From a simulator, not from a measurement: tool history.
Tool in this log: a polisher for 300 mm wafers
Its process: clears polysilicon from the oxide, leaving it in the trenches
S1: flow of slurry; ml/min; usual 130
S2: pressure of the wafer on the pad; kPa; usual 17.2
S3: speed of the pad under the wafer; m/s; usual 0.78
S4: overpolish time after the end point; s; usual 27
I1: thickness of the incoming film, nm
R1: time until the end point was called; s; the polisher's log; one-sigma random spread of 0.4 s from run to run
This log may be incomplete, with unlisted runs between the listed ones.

run    hour   S1    S2    S3  S4     I1    R1
  1       0  130  17.2  0.66  27  348.6  41.4
  2      70  130  17.2  0.66  27  347.9  41.3
      109.8  -- worn pad replaced by a new one
  3   177.9  130  17.2  0.78  27  351.9  37.8
  4   276.1  130  17.2  0.78  27  356.8  39.8
      321.1  -- slurry nozzle cleaned
  5   370.5  130  17.2  0.78  27  353.6  41.1
  6   430.6  130  17.2  0.78  27    351  40.7
      476.1  -- worn pad replaced by a new one
  7   494.3  130  18.6  0.78  27  356.5  38.7
  8   586.7  130  17.2  0.78  27    349  41.4
        646  -- slurry nozzle cleaned, repeated, since the last time left the tool worse
  9   685.7  130  17.2  0.78  27  347.9  36.7
 10   757.6  160  17.2  0.78  27  349.1  35.2
 11   793.8  160  17.2  0.78  27    353  35.5
      861.6  -- worn pad replaced by a new one
 12   862.1  130  15.2  0.78  15  347.1    43
 13   943.8  130  20.7  0.96  15  353.4  27.2
      992.6  -- slurry nozzle cleaned
 14   997.7  130  22.8     1  37  353.4  23.3
 15  1043.5  170  14.5  0.92  33  349.6  36.8
 16  1140.3  130    20  0.78  27  346.8    32
     1166.6  -- worn pad replaced by a new one
 17  1204.7  130  22.8  0.78  27  348.2  28.6
       1248  -- head pressure recalibrated
 18  1248.5  130  17.2  0.96  36  344.3    32
 19  1290.9  130  17.2  0.78  27    344  37.5
     1348.1  -- slurry nozzle cleaned
 20  1377.7  130  17.2  0.98  36    348  31.8
     1558.4  -- worn pad replaced by a new one
 21    1590  130  13.8  0.58  33  347.5  57.7
 22  1645.9  130  11.7  0.78  32  354.5  56.2
     1694.9  -- slurry nozzle cleaned
 23  1753.4  130  17.2  0.78  27  350.6  37.3

A few steps of R1 between consecutive runs. Split each: what settings, incoming material and random variation would produce without the hidden state, and what is left over for the hidden state, along with gauge scatter present in only one of the two compared results (measured, and without hidden state):
The tool's hidden condition here consists of: removal rate lost through wear of the pad, %; slurry flow missing at the pad, %; deviation of the head's pressure from its setpoint, %.
Run 4 -> 5: slurry nozzle cleaned. R1 +1.3 s: hidden state +2.2, all else -0.9.
Run 8 -> 9: slurry nozzle cleaned, repeated, since the last time left the tool worse. R1 -4.7 s: hidden state -5, all else +0.3.
Run 20 -> 21: S2 17.2 -> 13.8, S3 0.98 -> 0.58, S4 36 -> 33, worn pad replaced by a new one. R1 +25.9 s: hidden state +1.1, all else +24.8.
Run 22 -> 23: S2 11.7 -> 17.2, S4 32 -> 27, slurry nozzle cleaned. R1 -18.9 s: hidden state -1.5, all else -17.4.

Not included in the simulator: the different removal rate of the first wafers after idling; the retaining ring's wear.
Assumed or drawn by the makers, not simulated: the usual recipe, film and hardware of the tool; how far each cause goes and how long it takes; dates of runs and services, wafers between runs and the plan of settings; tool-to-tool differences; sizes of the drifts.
